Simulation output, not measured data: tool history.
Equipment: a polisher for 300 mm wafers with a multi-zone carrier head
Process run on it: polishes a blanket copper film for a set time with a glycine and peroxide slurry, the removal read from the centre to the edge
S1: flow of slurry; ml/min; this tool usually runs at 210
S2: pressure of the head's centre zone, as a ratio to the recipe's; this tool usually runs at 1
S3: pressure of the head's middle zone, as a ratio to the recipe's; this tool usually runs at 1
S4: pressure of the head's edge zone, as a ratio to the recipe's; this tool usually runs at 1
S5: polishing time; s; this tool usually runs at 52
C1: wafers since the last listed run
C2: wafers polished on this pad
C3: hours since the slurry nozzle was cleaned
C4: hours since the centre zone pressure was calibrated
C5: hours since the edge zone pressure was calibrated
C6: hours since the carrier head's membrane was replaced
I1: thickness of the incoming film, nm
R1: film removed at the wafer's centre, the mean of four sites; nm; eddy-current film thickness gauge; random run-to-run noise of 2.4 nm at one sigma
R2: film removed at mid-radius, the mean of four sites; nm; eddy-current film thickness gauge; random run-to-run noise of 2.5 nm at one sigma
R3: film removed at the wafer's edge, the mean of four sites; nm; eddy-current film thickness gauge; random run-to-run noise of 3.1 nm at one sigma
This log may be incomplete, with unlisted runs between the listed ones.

run   hour   S1    S2    S3    S4  S5   C1    C2     C3      C4      C5      C6      I1     R1     R2     R3
  1      0  210     1     1     1  38    0   507   82.4   789.2   796.5   542.2  2172.6  147.8  149.8  156.2
  2   64.3  210     1     1     1  38  623  1130  146.7   853.5   860.8   606.5  2149.2  143.8  150.1  150.9
  3  135.2  210     1     1     1  38  687  1818  217.6   924.4   931.7   677.4  2169.7  143.8  142.5  145.8
     156.3  -- worn pad replaced by a new one
  4  166.6  210     1     1     1  52  265    99    249   955.8   963.1   708.8  2180.5  205.1  209.7  210.4
  5  231.4  210     1     1     1  52  628   727  313.8  1020.6  1027.9   773.6  2149.9  205.7  209.2  210.1
  6  275.6  210     1     1     1  52  428  1156    358  1064.8  1072.1   817.8  2142.6  203.1  211.2  211.6
  7  322.6  210     1     1     1  52  455  1611    405  1111.8  1119.1   864.8  2164.4  195.6  196.1  211.9
     330.7  -- worn pad replaced by a new one
     356.2  -- slurry nozzle cleaned
  8  374.2  210     1     1     1  52  451   411     18  1163.4  1170.7   916.4  2182.4  205.9  211.1  220.2
  9  423.1  210     1     1     1  52  473   885   66.9  1212.3  1219.6   965.3  2186.2  201.1  207.4  210.8
     467.3  -- centre zone pressure recalibrated
 10  474.6  210     1     1     1  52  479  1365  118.4     7.3  1271.1  1016.8  2214.1  199.8  209.4  210.2
     525.3  -- worn pad replaced by a new one
 11  528.5  155     1     1     1  57  483    30  172.3    61.2    1325  1070.7  2214.1  210.2  218.2  228.9
 12    577  210     1   1.1     1  68  470   500  220.8   109.7  1373.5  1119.2  2238.9  267.4    292  282.2
     592.6  -- edge zone pressure recalibrated
     634.8  -- carrier head's membrane replaced by a new one, of another model than before
 13  635.3  170     1     1     1  39  497   998  279.1     168    42.7     0.5  2225.7  145.9  148.9  161.1
 14  694.2  190     1   0.9     1  52  570  1569    338   226.9   101.6    59.4  2178.9  196.7  184.5  202.6
     741.2  -- worn pad replaced by a new one
 15  744.1  210     1     1     1  52  444    28  387.9   276.8   151.5   109.3  2194.2  209.3  208.5  213.3
 16  792.2  210     1     1     1  52  466   494    436   324.9   199.6   157.4  2206.1  205.3  213.3  208.9
 17  840.1  155  0.95     1     1  43  464   958  483.9   372.8   247.5   205.3  2203.6  152.4  166.4  168.7
     856.3  -- slurry nozzle cleaned
 18  875.9  210     1  0.94  0.97  39  337  1296   19.6   408.6   283.3   241.1    2221  147.1  149.6    156
 19  930.5  210     1     1     1  52  529  1825   74.2   463.2   337.9   295.7  2167.6  191.6    199  202.8
     964.5  -- worn pad replaced by a new one
 20  983.1  210     1     1     1  70  471   180  126.8   515.8   390.5   348.3  2228.7  277.8  287.9  300.1

Measured result minus the same run's result without the hidden state. Both carry the same run-to-run variation, though not necessarily the same gauge scatter:
The hidden state here: removal rate lost through wear of the pad, %; slurry flow missing at the pad, %; deviation of the centre zone's pressure from its setpoint, %; deviation of the edge zone's pressure from its setpoint, %.
run     R1     R2     R3
  1   -2.4   -2.4   -2.5
  2   -4.7   -4.9     -5
  3   -9.7   -9.6   -9.8
  4   -0.4   -0.3   -0.3
  5   -2.1     -2   -2.1
  6   -4.7   -4.8   -4.8
  7   -8.6   -8.5   -9.2
  8   -0.8   -0.7   -0.8
  9   -2.7   -2.8   -2.8
 10   -6.4   -6.6   -6.7
 11   -0.3   -0.3   -0.4
 12   -1.4   -1.6   -1.5
 13   -2.8   -2.9   -3.2
 14   -8.8   -8.2   -9.1
 15   -1.4   -1.5   -1.4
 16   -2.2   -2.3   -2.3
 17   -3.3   -3.6   -3.7
 18     -5   -5.1   -5.4
 19  -11.9  -12.5  -12.7
 20   -0.4   -0.4   -0.4

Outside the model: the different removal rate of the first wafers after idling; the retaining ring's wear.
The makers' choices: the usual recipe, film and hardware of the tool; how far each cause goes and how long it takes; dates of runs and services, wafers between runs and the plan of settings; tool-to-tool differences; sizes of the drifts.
